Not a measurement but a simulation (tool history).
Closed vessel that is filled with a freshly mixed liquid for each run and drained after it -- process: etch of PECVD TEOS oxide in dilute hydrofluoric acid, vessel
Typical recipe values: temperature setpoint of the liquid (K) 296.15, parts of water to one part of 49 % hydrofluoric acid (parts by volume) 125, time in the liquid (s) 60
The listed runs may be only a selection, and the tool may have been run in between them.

run,day,temperature setpoint of the liquid (K),parts of water to one part of 49 % hydrofluoric acid (parts by volume),time in the liquid (s),wafers since the last listed run,hours since the thermometer was replaced,hours since the hydrofluoric acid flow meter was replaced,hours since the gauge calibration,"read-back film thickness of the PECVD TEOS oxide reference wafer, read on the same gauge (nm)",thickness taken off the PECVD TEOS oxide on a monitor wafer (angstrom)
1,0.000,296.15,125,60,0,910.8,168.5,508.3,29.97,112.3
2,1.275,296.15,125,60,4441,941.4,199.1,538.9,30.00,113.6
3,2.675,296.15,125,60,4876,975.0,232.7,572.5,30.00,112.9
4,5.196,296.15,115,60,8781,1035.5,293.2,633.0,30.01,124.0
5,8.117,296.15,115,60,10174,1105.6,363.3,703.1,29.98,124.7
6,9.200,296.15,125,60,3773,1131.6,389.3,729.1,30.00,112.7
7,10.808,296.15,125,40,5602,1170.2,427.9,767.7,30.00,76.0
8,12.117,296.15,125,40,4557,1201.6,459.3,799.1,30.01,75.8
9,14.092,296.15,125,40,6880,1249.0,506.7,846.5,30.00,76.3
10,15.942,296.15,125,60,6444,1293.4,551.1,890.9,30.02,114.0
11,18.229,296.15,125,60,7968,1348.3,606.0,945.8,30.01,116.1
# day 18.321: hydrofluoric acid flow meter replaced
12,21.008,296.15,125,60,9536,1415.0,64.5,1012.5,30.02,114.4
13,23.050,296.15,125,60,7112,1464.0,113.5,1061.5,29.99,116.2
14,24.312,296.15,125,60,4397,1494.3,143.8,1091.8,29.98,116.0
15,26.362,296.15,125,60,7141,1543.5,193.0,1141.0,29.98,116.1
16,27.817,296.15,125,60,5065,1578.4,227.9,1175.9,29.99,116.5
17,30.129,293.65,125,45,8055,1633.9,283.4,1231.4,30.03,79.3
18,31.200,293.15,100,95,3730,1659.6,309.1,1257.1,29.99,211.1
19,33.842,300.15,125,60,9202,1723.0,372.5,1320.5,30.02,136.2
20,36.188,294.15,70,50,8171,1779.3,428.8,1376.8,30.02,173.7
21,41.379,296.15,125,60,18085,1903.9,553.4,1501.4,30.00,118.2
# day 42.329: hydrofluoric acid flow meter replaced
# day 42.467: gauge calibrated
22,42.533,296.15,125,60,3875,1931.6,4.9,1.6,30.01,118.7
# day 43.029: thermometer replaced
23,44.938,294.15,125,85,8229,45.8,62.6,59.3,30.00,142.4
24,46.208,301.15,75,80,4427,76.3,93.1,89.8,30.02,312.1
25,48.946,293.15,100,95,9536,142.0,158.8,155.5,30.01,196.4
26,50.108,300.65,75,50,4049,169.9,186.7,183.4,30.02,192.3
27,51.417,296.15,80,60,4557,201.3,218.1,214.8,29.99,179.2
28,52.475,299.15,125,60,3686,226.7,243.5,240.2,29.98,121.1
29,53.500,300.65,125,40,3570,251.3,268.1,264.8,30.01,86.6
30,55.225,297.65,180,60,6009,292.7,309.5,306.2,30.01,75.8
31,57.792,300.15,140,60,8941,354.3,371.1,367.8,30.00,112.9
32,60.779,296.15,160,75,10407,426.0,442.8,439.5,29.96,104.9

Selected run-to-run steps in thickness taken off the PECVD TEOS oxide on a monitor wafer (angstrom), each split into two signed amounts: the part the tool would show with no hidden state at all (from settings, incoming material and random variation), and the remainder, which goes to the hidden state together with any gauge scatter not common to the measured and the hidden-state-free results:
The tool's hidden condition here consists of: liquid hotter than its thermometer reads (K); hydrofluoric acid flow above the setpoint (%); gauge reads high (%).
Run 17 -> 18: temperature setpoint of the liquid (K) 293.65 -> 293.15, parts of water to one part of 49 % hydrofluoric acid (parts by volume) 125 -> 100, time in the liquid (s) 45 -> 95. thickness taken off the PECVD TEOS oxide on a monitor wafer (angstrom) +131.8: hidden state +11.3, all else +120.5.
Run 18 -> 19: temperature setpoint of the liquid (K) 293.15 -> 300.15, parts of water to one part of 49 % hydrofluoric acid (parts by volume) 100 -> 125, time in the liquid (s) 95 -> 60. thickness taken off the PECVD TEOS oxide on a monitor wafer (angstrom) -74.9: hidden state -6.8, all else -68.1.
Run 22 -> 23: temperature setpoint of the liquid (K) 296.15 -> 294.15, time in the liquid (s) 60 -> 85, thermometer replaced. thickness taken off the PECVD TEOS oxide on a monitor wafer (angstrom) +23.7: hidden state -10.1, all else +33.8.
Run 23 -> 24: temperature setpoint of the liquid (K) 294.15 -> 301.15, parts of water to one part of 49 % hydrofluoric acid (parts by volume) 125 -> 75, time in the liquid (s) 85 -> 80. thickness taken off the PECVD TEOS oxide on a monitor wafer (angstrom) +169.7: hidden state +1.4, all else +168.3.
Run 24 -> 25: temperature setpoint of the liquid (K) 301.15 -> 293.15, parts of water to one part of 49 % hydrofluoric acid (parts by volume) 75 -> 100, time in the liquid (s) 80 -> 95. thickness taken off the PECVD TEOS oxide on a monitor wafer (angstrom) -115.7: hidden state -0.1, all else -115.6.
